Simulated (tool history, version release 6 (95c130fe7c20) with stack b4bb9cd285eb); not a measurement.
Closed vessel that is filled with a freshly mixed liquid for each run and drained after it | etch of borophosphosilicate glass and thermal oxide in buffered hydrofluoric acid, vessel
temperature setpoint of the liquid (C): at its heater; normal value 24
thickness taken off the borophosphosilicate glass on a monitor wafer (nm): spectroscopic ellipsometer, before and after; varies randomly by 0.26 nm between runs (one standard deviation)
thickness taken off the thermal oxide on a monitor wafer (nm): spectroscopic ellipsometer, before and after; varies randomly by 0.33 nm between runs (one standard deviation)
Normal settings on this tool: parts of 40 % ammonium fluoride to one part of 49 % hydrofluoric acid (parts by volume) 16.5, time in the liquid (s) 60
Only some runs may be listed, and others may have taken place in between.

run	hour	temperature setpoint of the liquid (C)	parts of 40 % ammonium fluoride to one part of 49 % hydrofluoric acid (parts by volume)	time in the liquid (s)	read-back film thickness of the borophosphosilicate glass reference wafer, read on the same gauge (nm)	read-back film thickness of the thermal oxide reference wafer, read on the same gauge (nm)	thickness taken off the borophosphosilicate glass on a monitor wafer (nm)	thickness taken off the thermal oxide on a monitor wafer (nm)
1	0	27.5	22.5	60	39.98	150	53.6	40.66
# hour 17.4: hydrofluoric acid flow meter replaced
2	17.9	27	12.5	30	40.02	150	44.19	32.83
3	44.6	19	14	85	39.98	149.99	73.05	53.77
4	73.3	24	16.5	60	40.02	150	57.67	42.61
5	85.5	26.5	10.5	80	39.99	149.99	136.13	101.24
6	119	26	16.5	80	39.99	150.02	85.17	61.96
7	149	20.5	19.5	85	39.99	149.98	56.64	41.97
8	171.6	24	16.5	60	40	150	57.46	42.26
9	190.3	22.5	12	60	39.99	149.97	72.69	54.61
10	206.7	20	12	50	39.99	149.99	52.79	38.99
11	222.6	24	20	75	40	150.03	59.71	44.1
12	246.8	25.5	18.5	50	40	149.99	46.96	34.1
13	263.8	27	12	40	40	149.97	61.49	45.41
14	280.3	26	14.5	60	40	150.03	72.62	53.88
15	295.6	26.5	20	85	40.04	149.98	77.23	56.46
16	319	28	18.5	60	40.01	150	63.83	46.99
17	332.8	27.5	22.5	80	39.99	150.03	70.76	52.81
18	355.7	27.5	21	95	39.99	150.01	87.46	65.18
19	385.9	24	16.5	60	40.03	150.01	57.93	42.57
20	416.5	28.5	13.5	80	40.01	150.01	119.79	88.23
21	431.2	27.5	10	70	40.05	150.02	132.38	99.08
22	450.2	24	16.5	60	39.97	150.01	57.83	42.65
23	486.1	27.5	19	95	40.03	149.99	96.43	70.54
24	501.1	27	12.5	30	40.01	150	44.85	33.49
25	515.4	29	16.5	60	40.03	150	76.13	55.98

Alternative continuations, all from the tool just after run 25; predict every row:
A	516.1	24	16.5	60	?	?	?	?
B	516.1	25.5	21	80	?	?	?	?
C	516.1	19	16.5	40	?	?	?	?
D	516.1	24	16.5	75	?	?	?	?

run	read-back film thickness of the borophosphosilicate glass reference wafer, read on the same gauge (nm)	read-back film thickness of the thermal oxide reference wafer, read on the same gauge (nm)	thickness taken off the borophosphosilicate glass on a monitor wafer (nm)	thickness taken off the thermal oxide on a monitor wafer (nm)
A	39.99	150.01	57.99	42.74
B	39.99	150.01	66.7	49.25
C	39.99	150.01	29.37	21.59
D	39.99	150.01	72.48	53.43
Stripped of hidden state, with their random variation kept, the same runs would have yielded:
run	thickness taken off the borophosphosilicate glass on a monitor wafer (nm)	thickness taken off the thermal oxide on a monitor wafer (nm)
A	57.1	42.09
B	65.99	48.72
C	28.92	21.25
D	71.37	52.61

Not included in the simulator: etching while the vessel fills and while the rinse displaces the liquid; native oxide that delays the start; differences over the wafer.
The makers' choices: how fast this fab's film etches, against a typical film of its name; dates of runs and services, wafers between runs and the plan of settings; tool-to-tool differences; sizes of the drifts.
